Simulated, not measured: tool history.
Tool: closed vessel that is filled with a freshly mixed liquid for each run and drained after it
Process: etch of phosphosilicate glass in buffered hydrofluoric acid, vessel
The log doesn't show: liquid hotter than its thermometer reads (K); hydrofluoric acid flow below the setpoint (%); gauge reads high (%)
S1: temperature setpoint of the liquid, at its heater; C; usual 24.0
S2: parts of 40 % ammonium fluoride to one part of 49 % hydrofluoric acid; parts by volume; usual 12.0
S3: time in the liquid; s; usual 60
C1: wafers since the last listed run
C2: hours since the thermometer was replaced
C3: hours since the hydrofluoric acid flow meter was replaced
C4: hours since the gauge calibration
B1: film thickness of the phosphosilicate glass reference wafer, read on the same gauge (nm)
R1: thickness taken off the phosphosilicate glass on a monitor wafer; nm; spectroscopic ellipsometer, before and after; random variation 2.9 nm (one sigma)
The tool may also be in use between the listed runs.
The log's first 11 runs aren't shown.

-- hour=820.2 hydrofluoric acid flow meter replaced, repeated, since the last time left the tool worse
run 12 hour=902.3 | S1=24.0 S2=12.0 S3=60 | C1=5938 C2=780.2 C3=82.1 C4=1830.3 | B1=99.98 | R1=508.70
run 13 hour=969.2 | S1=21.0 S2=16.5 S3=70 | C1=4159 C2=847.1 C3=149.0 C4=1897.2 | B1=100.00 | R1=369.95
run 14 hour=1013.8 | S1=24.0 S2=12.0 S3=60 | C1=2773 C2=891.7 C3=193.6 C4=1941.8 | B1=99.98 | R1=509.46
run 15 hour=1080.5 | S1=21.5 S2=16.5 S3=30 | C1=4147 C2=958.4 C3=260.3 C4=2008.5 | B1=100.01 | R1=162.94
run 16 hour=1158.2 | S1=24.0 S2=12.0 S3=60 | C1=4831 C2=1036.1 C3=338.0 C4=2086.2 | B1=100.00 | R1=508.20
run 17 hour=1412.2 | S1=24.0 S2=9.5 S3=45 | C1=15793 C2=1290.1 C3=592.0 C4=2340.2 | B1=99.98 | R1=475.98
run 18 hour=1478.8 | S1=24.0 S2=12.0 S3=60 | C1=4141 C2=1356.7 C3=658.6 C4=2406.8 | B1=100.01 | R1=500.95
run 19 hour=1549.3 | S1=24.0 S2=15.5 S3=60 | C1=4383 C2=1427.2 C3=729.1 C4=2477.3 | B1=100.00 | R1=389.79
run 20 hour=1608.9 | S1=25.5 S2=8.5 S3=70 | C1=3705 C2=1486.8 C3=788.7 C4=2536.9 | B1=100.01 | R1=854.24
-- hour=1617.9 gauge calibrated
run 21 hour=1655.5 | S1=24.0 S2=12.0 S3=60 | C1=2897 C2=1533.4 C3=835.3 C4=37.6 | B1=100.00 | R1=496.57
run 22 hour=1696.8 | S1=27.5 S2=13.5 S3=95 | C1=2568 C2=1574.7 C3=876.6 C4=78.9 | B1=99.98 | R1=834.20
run 23 hour=1939.5 | S1=19.0 S2=12.0 S3=90 | C1=15091 C2=1817.4 C3=1119.3 C4=321.6 | B1=100.00 | R1=560.36
run 24 hour=2009.8 | S1=19.0 S2=9.0 S3=60 | C1=4371 C2=1887.7 C3=1189.6 C4=391.9 | B1=100.00 | R1=486.87
run 25 hour=2074.1 | S1=24.0 S2=12.0 S3=75 | C1=3998 C2=1952.0 C3=1253.9 C4=456.2 | B1=99.99 | R1=607.79
run 26 hour=2148.4 | S1=24.0 S2=12.0 S3=70 | C1=4620 C2=2026.3 C3=1328.2 C4=530.5 | B1=100.00 | R1=567.94
-- hour=2195.2 thermometer replaced
run 27 hour=2217.7 | S1=28.5 S2=14.5 S3=85 | C1=4246 C2=22.5 C3=1397.5 C4=599.8 | B1=100.00 | R1=721.60
run 28 hour=2282.9 | S1=24.0 S2=12.0 S3=60 | C1=4054 C2=87.7 C3=1462.7 C4=665.0 | B1=100.00 | R1=481.78
run 29 hour=2344.2 | S1=24.0 S2=12.0 S3=60 | C1=3811 C2=149.0 C3=1524.0 C4=726.3 | B1=99.99 | R1=478.78
-- hour=2511.2 hydrofluoric acid flow meter replaced
run 30 hour=2551.0 | S1=29.0 S2=12.0 S3=45 | C1=12796 C2=355.8 C3=39.8 C4=933.1 | B1=99.98 | R1=506.76
run 31 hour=2612.5 | S1=24.0 S2=12.0 S3=35 | C1=3824 C2=417.3 C3=101.3 C4=994.6 | B1=100.00 | R1=299.72
run 32 hour=2695.9 | S1=24.0 S2=8.0 S3=80 | C1=5185 C2=500.7 C3=184.7 C4=1078.0 | B1=99.99 | R1=991.15

Forecast each of these 4 alternatives for the next run:
run A hour=2696.6 | S1=24.0 S2=12.0 S3=95 | C1=43 C2=501.4 C3=185.4 C4=1078.7 | B1=? | R1=?
run B hour=2696.6 | S1=24.0 S2=12.0 S3=45 | C1=43 C2=501.4 C3=185.4 C4=1078.7 | B1=? | R1=?
run C hour=2696.6 | S1=26.5 S2=10.0 S3=80 | C1=43 C2=501.4 C3=185.4 C4=1078.7 | B1=? | R1=?
run D hour=2696.6 | S1=20.0 S2=8.5 S3=95 | C1=43 C2=501.4 C3=185.4 C4=1078.7 | B1=? | R1=?

run=A B1=100.00 R1=812.83
run=B B1=100.00 R1=385.03
run=C B1=100.00 R1=935.96
run=D B1=100.00 R1=884.03
Without the tool's hidden state the same runs would have given:
run=A R1=821.90
run=B R1=389.32
run=C R1=946.42
run=D R1=894.99

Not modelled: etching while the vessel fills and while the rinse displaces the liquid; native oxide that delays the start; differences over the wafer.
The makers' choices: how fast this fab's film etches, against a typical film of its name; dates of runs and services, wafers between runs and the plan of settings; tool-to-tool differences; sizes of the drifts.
